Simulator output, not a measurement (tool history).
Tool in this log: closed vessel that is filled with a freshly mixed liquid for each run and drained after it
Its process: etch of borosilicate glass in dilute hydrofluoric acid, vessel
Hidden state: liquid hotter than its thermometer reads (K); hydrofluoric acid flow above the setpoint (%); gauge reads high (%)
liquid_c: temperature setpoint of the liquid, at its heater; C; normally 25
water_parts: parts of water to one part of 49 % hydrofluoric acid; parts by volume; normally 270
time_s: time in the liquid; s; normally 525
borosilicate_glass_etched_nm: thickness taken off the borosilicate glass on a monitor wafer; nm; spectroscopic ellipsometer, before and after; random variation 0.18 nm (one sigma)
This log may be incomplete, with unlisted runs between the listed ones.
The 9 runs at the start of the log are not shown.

run,hour,liquid_c,water_parts,time_s,wafers since the last listed run,hours since the thermometer was replaced,hours since the hydrofluoric acid flow meter was replaced,hours since the gauge calibration,"read-back film thickness of the borosilicate glass reference wafer, read on the same gauge (nm)",borosilicate_glass_etched_nm
10,753.2,23,175,405,4156,444.8,393.1,554.5,60.01,48.89
11,829.3,25,270,415,4693,520.9,469.2,630.6,59.99,31.88
12,935.6,26.5,325,425,6555,627.2,575.5,736.9,60,26.91
13,1022.3,25,270,525,5347,713.9,662.2,823.6,60,40.58
14,1063,25,270,525,2510,754.6,702.9,864.3,60.01,40.31
15,1163.9,26.5,325,255,6222,855.5,803.8,965.2,59.99,16.29
16,1204.1,21,220,830,2479,895.7,844,1005.4,59.98,71.45
# hour 1253.8: hydrofluoric acid flow meter replaced
17,1261.6,25,270,525,3484,953.2,7.8,1062.9,60,39.62
18,1321.3,22,310,770,3681,1012.9,67.5,1122.6,60.02,43.91
19,1359.7,27.5,270,525,2368,1051.3,105.9,1161,59.99,43.11
20,1405.6,29.5,230,320,2830,1097.2,151.8,1206.9,59.98,34.93
21,1465.7,25,340,255,3706,1157.3,211.9,1267,60.01,14.37
# hour 1516.9: thermometer replaced
22,1566.9,22.5,225,525,6179,50,313.1,1368.2,59.98,45.99
23,1640.1,25,270,300,4514,123.2,386.3,1441.4,60.01,22.92
24,1701.2,23,185,745,3768,184.3,447.4,1502.5,60.05,84.98
25,1822.4,27,365,525,7474,305.5,568.6,1623.7,60,29.16
26,1880,26.5,325,425,3552,363.1,626.2,1681.3,60.01,26.97
27,1960.3,22,350,750,4952,443.4,706.5,1761.6,59.96,37.16
28,2058.6,21.5,345,810,6062,541.7,804.8,1859.9,59.99,40.65
# hour 2123.2: hydrofluoric acid flow meter replaced
29,2140.2,25,145,840,4970,623.3,17,1941.5,59.98,134.99
30,2233,22.5,230,675,5723,716.1,109.8,2034.3,59.99,57.37
31,2333.3,25,270,295,6185,816.4,210.1,2134.6,59.99,22.43
32,2438.7,25,270,525,6500,921.8,315.5,2240,60,40.03

Consider 4 possible next runs. They are alternatives, not a sequence: every one starts from the tool as it was left by run 32. What does each give?
A,2439.5,25,270,525,49,922.6,316.3,2240.8,?,?
B,2439.5,26.5,345,315,49,922.6,316.3,2240.8,?,?
C,2439.5,25,270,750,49,922.6,316.3,2240.8,?,?
D,2439.5,23.5,270,705,49,922.6,316.3,2240.8,?,?

run,"read-back film thickness of the borosilicate glass reference wafer, read on the same gauge (nm)",borosilicate_glass_etched_nm
A,60.02,40.19
B,60.02,18.43
C,60.02,57.41
D,60.02,51.18
Take away the tool's hidden state, keep each run's random variation, and the runs would have read:
run,borosilicate_glass_etched_nm
A,39.57
B,18.13
C,56.53
D,50.4
